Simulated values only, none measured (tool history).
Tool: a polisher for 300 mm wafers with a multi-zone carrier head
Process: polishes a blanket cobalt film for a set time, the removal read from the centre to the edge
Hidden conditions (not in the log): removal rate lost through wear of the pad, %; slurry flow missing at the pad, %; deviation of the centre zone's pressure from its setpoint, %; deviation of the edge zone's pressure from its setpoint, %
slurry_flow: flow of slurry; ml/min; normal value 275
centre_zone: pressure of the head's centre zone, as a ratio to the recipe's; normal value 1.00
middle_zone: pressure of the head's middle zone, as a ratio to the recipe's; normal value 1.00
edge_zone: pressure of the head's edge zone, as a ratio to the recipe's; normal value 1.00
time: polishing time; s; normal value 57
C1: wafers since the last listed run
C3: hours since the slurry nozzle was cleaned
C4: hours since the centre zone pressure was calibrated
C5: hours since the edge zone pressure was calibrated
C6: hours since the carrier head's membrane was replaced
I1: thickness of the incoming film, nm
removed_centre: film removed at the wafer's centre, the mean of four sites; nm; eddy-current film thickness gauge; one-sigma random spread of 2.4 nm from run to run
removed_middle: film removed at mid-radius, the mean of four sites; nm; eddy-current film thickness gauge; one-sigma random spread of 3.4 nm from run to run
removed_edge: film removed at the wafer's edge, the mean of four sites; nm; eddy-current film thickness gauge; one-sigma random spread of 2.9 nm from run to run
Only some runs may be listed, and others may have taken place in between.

run 1 day=0.000 | slurry_flow=225 centre_zone=1.00 middle_zone=1.00 edge_zone=1.00 time=50 | C1=0 wafers_polished_on_this_pad=676 C3=350.0 C4=342.5 C5=353.9 C6=1179.3 | I1=958.6 | removed_centre=220.1 removed_middle=227.1 removed_edge=221.1
-- day=1.946 slurry nozzle cleaned
run 2 day=2.008 | slurry_flow=275 centre_zone=1.00 middle_zone=1.00 edge_zone=0.93 time=57 | C1=342 wafers_polished_on_this_pad=1019 C3=1.5 C4=390.7 C5=402.1 C6=1227.5 | I1=961.6 | removed_centre=254.5 removed_middle=263.3 removed_edge=252.7
run 3 day=4.354 | slurry_flow=275 centre_zone=1.00 middle_zone=1.00 edge_zone=0.93 time=57 | C1=408 wafers_polished_on_this_pad=1428 C3=57.8 C4=447.0 C5=458.4 C6=1283.8 | I1=959.9 | removed_centre=255.3 removed_middle=268.1 removed_edge=247.8
-- day=4.488 edge zone pressure recalibrated
-- day=6.379 carrier head's membrane replaced by a new one
run 4 day=6.779 | slurry_flow=275 centre_zone=1.00 middle_zone=1.00 edge_zone=1.00 time=57 | C1=371 wafers_polished_on_this_pad=1800 C3=116.0 C4=505.2 C5=55.0 C6=9.6 | I1=943.2 | removed_centre=261.2 removed_middle=263.1 removed_edge=261.4
run 5 day=7.996 | slurry_flow=275 centre_zone=1.00 middle_zone=1.00 edge_zone=1.00 time=57 | C1=212 wafers_polished_on_this_pad=2012 C3=145.2 C4=534.4 C5=84.2 C6=38.8 | I1=954.0 | removed_centre=260.6 removed_middle=262.6 removed_edge=257.0
-- day=10.138 worn pad replaced by a new one
run 6 day=10.425 | slurry_flow=350 centre_zone=0.95 middle_zone=1.08 edge_zone=0.90 time=57 | C1=394 wafers_polished_on_this_pad=50 C3=203.5 C4=592.7 C5=142.5 C6=97.1 | I1=941.5 | removed_centre=253.5 removed_middle=276.9 removed_edge=252.8
run 7 day=11.433 | slurry_flow=250 centre_zone=1.10 middle_zone=1.00 edge_zone=1.00 time=57 | C1=175 wafers_polished_on_this_pad=225 C3=227.7 C4=616.9 C5=166.7 C6=121.3 | I1=958.3 | removed_centre=275.4 removed_middle=259.6 removed_edge=257.5
run 8 day=13.212 | slurry_flow=335 centre_zone=1.00 middle_zone=1.11 edge_zone=1.00 time=57 | C1=310 wafers_polished_on_this_pad=536 C3=270.4 C4=659.6 C5=209.4 C6=164.0 | I1=948.5 | removed_centre=265.3 removed_middle=282.5 removed_edge=264.2
-- day=13.796 centre zone pressure recalibrated
-- day=15.879 slurry nozzle cleaned
run 9 day=16.183 | slurry_flow=275 centre_zone=1.07 middle_zone=1.09 edge_zone=1.00 time=57 | C1=496 wafers_polished_on_this_pad=1032 C3=7.3 C4=57.3 C5=280.7 C6=235.3 | I1=971.9 | removed_centre=272.4 removed_middle=276.1 removed_edge=261.0
run 10 day=17.579 | slurry_flow=275 centre_zone=1.00 middle_zone=1.00 edge_zone=1.00 time=57 | C1=243 wafers_polished_on_this_pad=1275 C3=40.8 C4=90.8 C5=314.2 C6=268.8 | I1=961.7 | removed_centre=258.2 removed_middle=265.0 removed_edge=255.1
run 11 day=20.288 | slurry_flow=275 centre_zone=1.00 middle_zone=1.00 edge_zone=1.00 time=57 | C1=472 wafers_polished_on_this_pad=1747 C3=105.8 C4=155.8 C5=379.2 C6=333.8 | I1=968.6 | removed_centre=258.9 removed_middle=265.2 removed_edge=260.6
-- day=23.158 worn pad replaced by a new one
run 12 day=23.179 | slurry_flow=275 centre_zone=1.00 middle_zone=1.00 edge_zone=0.97 time=57 | C1=475 wafers_polished_on_this_pad=3 C3=175.2 C4=225.2 C5=448.6 C6=403.2 | I1=958.0 | removed_centre=256.6 removed_middle=265.0 removed_edge=257.1
run 13 day=25.383 | slurry_flow=275 centre_zone=1.00 middle_zone=1.00 edge_zone=1.00 time=57 | C1=384 wafers_polished_on_this_pad=388 C3=228.1 C4=278.1 C5=501.5 C6=456.1 | I1=970.5 | removed_centre=258.1 removed_middle=256.9 removed_edge=260.7
-- day=27.733 edge zone pressure recalibrated
run 14 day=27.754 | slurry_flow=275 centre_zone=1.08 middle_zone=1.00 edge_zone=1.03 time=57 | C1=398 wafers_polished_on_this_pad=786 C3=285.0 C4=335.0 C5=0.5 C6=513.0 | I1=958.5 | removed_centre=270.7 removed_middle=260.3 removed_edge=259.1
run 15 day=29.067 | slurry_flow=275 centre_zone=1.00 middle_zone=1.00 edge_zone=1.00 time=57 | C1=228 wafers_polished_on_this_pad=1015 C3=316.5 C4=366.5 C5=32.0 C6=544.5 | I1=954.8 | removed_centre=259.3 removed_middle=262.5 removed_edge=263.3
run 16 day=30.804 | slurry_flow=275 centre_zone=1.04 middle_zone=0.91 edge_zone=1.09 time=57 | C1=302 wafers_polished_on_this_pad=1318 C3=358.2 C4=408.2 C5=73.7 C6=586.2 | I1=942.3 | removed_centre=266.6 removed_middle=241.2 removed_edge=270.0
-- day=32.233 slurry nozzle cleaned
run 17 day=32.671 | slurry_flow=350 centre_zone=1.10 middle_zone=1.00 edge_zone=0.89 time=57 | C1=318 wafers_polished_on_this_pad=1636 C3=10.5 C4=453.0 C5=118.5 C6=631.0 | I1=957.5 | removed_centre=283.6 removed_middle=269.8 removed_edge=251.2
run 18 day=35.396 | slurry_flow=305 centre_zone=1.08 middle_zone=1.08 edge_zone=0.92 time=57 | C1=475 wafers_polished_on_this_pad=2111 C3=75.9 C4=518.4 C5=183.9 C6=696.4 | I1=950.2 | removed_centre=277.8 removed_middle=286.7 removed_edge=247.8
-- day=36.746 worn pad replaced by a new one
run 19 day=38.854 | slurry_flow=275 centre_zone=1.00 middle_zone=1.10 edge_zone=1.00 time=57 | C1=573 wafers_polished_on_this_pad=367 C3=158.9 C4=601.4 C5=266.9 C6=779.4 | I1=954.9 | removed_centre=256.2 removed_middle=279.8 removed_edge=255.7
run 20 day=40.446 | slurry_flow=275 centre_zone=0.92 middle_zone=1.00 edge_zone=1.00 time=57 | C1=277 wafers_polished_on_this_pad=645 C3=197.1 C4=639.6 C5=305.1 C6=817.6 | I1=966.3 | removed_centre=246.1 removed_middle=265.8 removed_edge=258.8
run 21 day=42.112 | slurry_flow=275 centre_zone=1.00 middle_zone=1.00 edge_zone=0.95 time=57 | C1=290 wafers_polished_on_this_pad=935 C3=237.1 C4=679.6 C5=345.1 C6=857.6 | I1=971.9 | removed_centre=259.3 removed_middle=267.0 removed_edge=254.3
run 22 day=43.204 | slurry_flow=275 centre_zone=1.00 middle_zone=1.00 edge_zone=1.00 time=57 | C1=190 wafers_polished_on_this_pad=1125 C3=263.3 C4=705.8 C5=371.3 C6=883.8 | I1=971.4 | removed_centre=260.0 removed_middle=264.3 removed_edge=262.8
run 23 day=45.804 | slurry_flow=275 centre_zone=1.00 middle_zone=1.00 edge_zone=0.89 time=57 | C1=453 wafers_polished_on_this_pad=1579 C3=325.7 C4=768.2 C5=433.7 C6=946.2 | I1=961.2 | removed_centre=262.8 removed_middle=264.5 removed_edge=246.2

Describe how what the log doesn't record of the tool's condition differs between the last listed run preceding each entry between runs and the first listed run following it.
Between runs 1 and 2: slurry nozzle cleaned (day 1.946)
  no difference in the tool's unlogged condition between these two runs
Between runs 3 and 4: edge zone pressure recalibrated (day 4.488); carrier head's membrane replaced by a new one (day 6.379)
  no difference in the tool's unlogged condition between these two runs
Between runs 5 and 6: worn pad replaced by a new one (day 10.138)
  no difference in the tool's unlogged condition between these two runs
Between runs 8 and 9: centre zone pressure recalibrated (day 13.796); slurry nozzle cleaned (day 15.879)
  no difference in the tool's unlogged condition between these two runs
Between runs 11 and 12: worn pad replaced by a new one (day 23.158)
  no difference in the tool's unlogged condition between these two runs
Between runs 13 and 14: edge zone pressure recalibrated (day 27.733)
  no difference in the tool's unlogged condition between these two runs
Between runs 16 and 17: slurry nozzle cleaned (day 32.233)
  no difference in the tool's unlogged condition between these two runs
Between runs 18 and 19: worn pad replaced by a new one (day 36.746)
  no difference in the tool's unlogged condition between these two runs
